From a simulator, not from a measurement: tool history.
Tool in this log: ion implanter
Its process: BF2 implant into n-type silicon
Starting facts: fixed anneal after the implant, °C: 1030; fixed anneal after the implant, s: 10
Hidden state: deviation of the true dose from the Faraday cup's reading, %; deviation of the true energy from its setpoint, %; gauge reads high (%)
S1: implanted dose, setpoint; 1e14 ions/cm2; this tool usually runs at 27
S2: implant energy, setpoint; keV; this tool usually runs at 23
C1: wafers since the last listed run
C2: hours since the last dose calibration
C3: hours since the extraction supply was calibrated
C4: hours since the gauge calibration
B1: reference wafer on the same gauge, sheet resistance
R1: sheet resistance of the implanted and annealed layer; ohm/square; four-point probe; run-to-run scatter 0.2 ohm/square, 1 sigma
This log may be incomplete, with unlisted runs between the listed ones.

| run | hour | S1 | S2 | C1 | C2 | C3 | C4 | B1 | R1 |
|---|---|---|---|---|---|---|---|---|---|
| 1 | 0 | 31.59 | 26.5 | 0 | 443.7 | 4075 | 174.6 | 131.01 | 126.11 |
| 2 | 67.9 | 31.59 | 26.5 | 1158 | 511.6 | 4142.9 | 242.5 | 131.01 | 126.07 |
| 3 | 106.8 | 27 | 21.5 | 663 | 550.5 | 4181.8 | 281.4 | 130.96 | 140.79 |
| 4 | 136.8 | 27 | 21.5 | 511 | 580.5 | 4211.8 | 311.4 | 131.01 | 140.05 |
| 5 | 177.1 | 27 | 17 | 687 | 620.8 | 4252.1 | 351.7 | 131.03 | 155.31 |
| 6 | 208.6 | 27 | 23 | 537 | 652.3 | 4283.6 | 383.2 | 131.01 | 136.21 |
| 7 | 258.4 | 27 | 23 | 849 | 702.1 | 4333.4 | 433 | 131.08 | 136.02 |
| 8 | 283.6 | 27 | 23 | 430 | 727.3 | 4358.6 | 458.2 | 131 | 135.68 |
| 9 | 352.2 | 27 | 23 | 1170 | 795.9 | 4427.2 | 526.8 | 130.99 | 135.81 |
|  | 387.6 | extraction supply calibrated |
| 10 | 393 | 21.15 | 23 | 559 | 836.7 | 5.4 | 567.6 | 130.99 | 138.69 |
|  | 416.9 | gauge calibrated |
| 11 | 440.7 | 27 | 23 | 813 | 884.4 | 53.1 | 23.8 | 130.96 | 136.15 |
| 12 | 469.4 | 23.7 | 23 | 489 | 913.1 | 81.8 | 52.5 | 130.95 | 137.17 |
| 13 | 537.3 | 29.1 | 18 | 1158 | 981 | 149.7 | 120.4 | 130.96 | 151.04 |
| 14 | 587.2 | 20.14 | 23 | 851 | 1030.9 | 199.6 | 170.3 | 130.98 | 139.18 |
|  | 623.4 | Faraday cup replaced and dose calibrated |
| 15 | 624.8 | 27 | 23 | 505 | 1.4 | 237.2 | 207.9 | 130.96 | 136.07 |
| 16 | 662.7 | 19.81 | 16.5 | 646 | 39.3 | 275.1 | 245.8 | 130.94 | 161.24 |
| 17 | 728 | 21.63 | 18 | 1114 | 104.6 | 340.4 | 311.1 | 130.95 | 153.83 |
| 18 | 774.9 | 27 | 30.5 | 800 | 151.5 | 387.3 | 358 | 131.08 | 118.69 |
| 19 | 814.1 | 24.58 | 21 | 668 | 190.7 | 426.5 | 397.2 | 131.14 | 142.41 |
| 20 | 864.9 | 24.4 | 27 | 866 | 241.5 | 477.3 | 448 | 130.97 | 126.81 |

Branching from run 20: 4 alternative next runs. What would each branch give?
| A | 865.3 | 24.64 | 23 | 6 | 241.9 | 477.7 | 448.4 | ? | ? |
| B | 865.3 | 22.94 | 16.5 | 6 | 241.9 | 477.7 | 448.4 | ? | ? |
| C | 865.3 | 31.68 | 29 | 6 | 241.9 | 477.7 | 448.4 | ? | ? |
| D | 865.3 | 21.29 | 27.5 | 6 | 241.9 | 477.7 | 448.4 | ? | ? |

| run | B1 | R1 |
|---|---|---|
| A | 131.03 | 136.54 |
| B | 131.03 | 158.9 |
| C | 131.03 | 120.42 |
| D | 131.03 | 126.47 |
The same runs, with their run-to-run variation unchanged, on a tool lacking any hidden condition would have given:
| run | R1 |
|---|---|
| A | 136.54 |
| B | 158.9 |
| C | 120.42 |
| D | 126.47 |
